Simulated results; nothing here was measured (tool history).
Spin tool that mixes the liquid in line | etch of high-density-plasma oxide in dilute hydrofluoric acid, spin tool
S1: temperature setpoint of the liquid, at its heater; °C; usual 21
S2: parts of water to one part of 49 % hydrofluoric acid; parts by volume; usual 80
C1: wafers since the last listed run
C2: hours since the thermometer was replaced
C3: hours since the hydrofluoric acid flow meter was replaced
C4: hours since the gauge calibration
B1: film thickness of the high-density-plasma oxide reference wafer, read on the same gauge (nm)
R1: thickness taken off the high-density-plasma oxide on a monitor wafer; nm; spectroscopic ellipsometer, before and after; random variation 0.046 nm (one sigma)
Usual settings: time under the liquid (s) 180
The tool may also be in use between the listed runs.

run 1 day=0 | S1=21 S2=100 time_under_the_liquid_(s)=180 | C1=0 C2=1717.2 C3=780.9 C4=314.9 | B1=108.14 | R1=7.81
run 2 day=2.979 | S1=21 S2=80 time_under_the_liquid_(s)=180 | C1=477 C2=1788.7 C3=852.4 C4=386.4 | B1=107.99 | R1=9.97
run 3 day=4.017 | S1=21 S2=55 time_under_the_liquid_(s)=230 | C1=166 C2=1813.6 C3=877.3 C4=411.3 | B1=107.95 | R1=19.04
run 4 day=5.525 | S1=21 S2=55 time_under_the_liquid_(s)=230 | C1=241 C2=1849.8 C3=913.5 C4=447.5 | B1=107.88 | R1=19.14
run 5 day=10.371 | S1=21 S2=55 time_under_the_liquid_(s)=230 | C1=775 C2=1966.1 C3=1029.8 C4=563.8 | B1=107.83 | R1=19.19
-- day=11.421 gauge calibrated
run 6 day=12.871 | S1=21 S2=80 time_under_the_liquid_(s)=180 | C1=400 C2=2026.1 C3=1089.8 C4=34.8 | B1=109.23 | R1=10.04
run 7 day=14.133 | S1=21 S2=80 time_under_the_liquid_(s)=180 | C1=202 C2=2056.4 C3=1120.1 C4=65.1 | B1=108.94 | R1=10.06
run 8 day=16.908 | S1=21 S2=80 time_under_the_liquid_(s)=180 | C1=444 C2=2123 C3=1186.7 C4=131.7 | B1=108.39 | R1=9.96
-- day=17.35 thermometer replaced
run 9 day=18.6 | S1=21 S2=80 time_under_the_liquid_(s)=135 | C1=264 C2=30 C3=1227.3 C4=172.3 | B1=108.13 | R1=7.49
run 10 day=20.792 | S1=21 S2=80 time_under_the_liquid_(s)=275 | C1=350 C2=82.6 C3=1279.9 C4=224.9 | B1=107.91 | R1=15.19
run 11 day=22.229 | S1=21 S2=80 time_under_the_liquid_(s)=180 | C1=230 C2=117.1 C3=1314.4 C4=259.4 | B1=107.8 | R1=9.94
run 12 day=24.612 | S1=21 S2=120 time_under_the_liquid_(s)=180 | C1=381 C2=174.3 C3=1371.6 C4=316.6 | B1=107.62 | R1=6.36
-- day=24.946 hydrofluoric acid flow meter replaced
run 13 day=27.075 | S1=21 S2=55 time_under_the_liquid_(s)=220 | C1=387 C2=233.4 C3=51.1 C4=375.7 | B1=107.53 | R1=18.18
run 14 day=30.054 | S1=21 S2=80 time_under_the_liquid_(s)=100 | C1=477 C2=304.9 C3=122.6 C4=447.2 | B1=107.4 | R1=5.52
run 15 day=32.079 | S1=18.5 S2=80 time_under_the_liquid_(s)=215 | C1=324 C2=353.5 C3=171.2 C4=495.8 | B1=107.35 | R1=10.66
-- day=34.225 gauge calibrated
run 16 day=34.35 | S1=21 S2=95 time_under_the_liquid_(s)=180 | C1=363 C2=408 C3=225.7 C4=3 | B1=109.67 | R1=8.39
run 17 day=35.375 | S1=21 S2=80 time_under_the_liquid_(s)=180 | C1=164 C2=432.6 C3=250.3 C4=27.6 | B1=109.39 | R1=10.19
run 18 day=37.796 | S1=21 S2=80 time_under_the_liquid_(s)=140 | C1=387 C2=490.7 C3=308.4 C4=85.7 | B1=108.79 | R1=7.87

5 ways to go on from here, each from the tool as it stands after run 18. What would each give?
run A day=37.817 | S1=21 S2=80 time_under_the_liquid_(s)=180 | C1=3 C2=491.2 C3=308.9 C4=86.2 | B1=? | R1=?
run B day=37.817 | S1=24.5 S2=120 time_under_the_liquid_(s)=85 | C1=3 C2=491.2 C3=308.9 C4=86.2 | B1=? | R1=?
run C day=37.817 | S1=25.5 S2=60 time_under_the_liquid_(s)=180 | C1=3 C2=491.2 C3=308.9 C4=86.2 | B1=? | R1=?
run D day=37.817 | S1=21 S2=80 time_under_the_liquid_(s)=115 | C1=3 C2=491.2 C3=308.9 C4=86.2 | B1=? | R1=?
run E day=37.817 | S1=21 S2=80 time_under_the_liquid_(s)=230 | C1=3 C2=491.2 C3=308.9 C4=86.2 | B1=? | R1=?

run=A B1=108.79 R1=9.99
run=B B1=108.79 R1=3.45
run=C B1=108.79 R1=16.41
run=D B1=108.79 R1=6.38
run=E B1=108.79 R1=12.77
Without the tool's hidden state the same runs would have given:
run=A R1=10.1
run=B R1=3.49
run=C R1=16.6
run=D R1=6.45
run=E R1=12.91

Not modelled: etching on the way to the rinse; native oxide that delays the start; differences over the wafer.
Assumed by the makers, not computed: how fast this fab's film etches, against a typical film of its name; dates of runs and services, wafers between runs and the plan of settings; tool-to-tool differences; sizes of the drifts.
